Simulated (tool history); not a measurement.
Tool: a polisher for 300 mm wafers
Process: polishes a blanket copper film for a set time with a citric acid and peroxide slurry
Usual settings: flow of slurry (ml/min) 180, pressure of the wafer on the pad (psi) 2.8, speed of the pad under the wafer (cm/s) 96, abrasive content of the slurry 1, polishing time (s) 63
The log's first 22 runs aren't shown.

run	hour	flow of slurry (ml/min)	pressure of the wafer on the pad (psi)	speed of the pad under the wafer (cm/s)	abrasive content of the slurry	polishing time (s)	wafers since the last listed run	wafers polished on this pad	hours since the slurry nozzle was cleaned	hours since the head pressure was calibrated	hours since the slurry blender was calibrated	incoming thickness of the incoming film, nm	film removed (nm)
23	595.4	180	2.8	74	0.9	63	267	1322	292.4	523.8	59.8	505.1	89.3
24	629.3	180	2.8	96	1	63	316	1639	326.3	557.7	93.7	511.5	105.6
# hour 662.5: worn pad replaced by a new one
25	663	180	2.8	96	0.75	63	277	4	360	591.4	127.4	513.8	97.6
26	721.5	125	2.8	96	1	63	546	551	418.5	649.9	185.9	507.2	97.6
27	744.7	130	1.9	74	1.2	63	216	767	441.7	673.1	209.1	503.7	69
# hour 767.4: slurry blender recalibrated
28	835.6	180	2.8	96	1	85	830	1598	532.6	764	68.2	518.7	143.1
29	859.4	180	2.8	114	1	46	222	1820	556.4	787.8	92	514.7	83.7
30	871.6	180	2.8	110	0.85	71	113	1934	568.6	800	104.2	500.8	122.7

Forecast each of these 4 alternatives for the next run:
A	872	180	2.8	96	1	63	3	1938	569	800.4	104.6	504	?
B	872	180	2.1	126	1.25	84	3	1938	569	800.4	104.6	504	?
C	872	215	2.8	96	1	63	3	1938	569	800.4	104.6	504	?
D	872	180	2.8	82	1	63	3	1938	569	800.4	104.6	504	?

run	film removed (nm)
A	104.8
B	141.8
C	107.8
D	96.8
Without the tool's hidden state the same runs would have given:
run	film removed (nm)
A	114.6
B	155
C	117.9
D	105.8
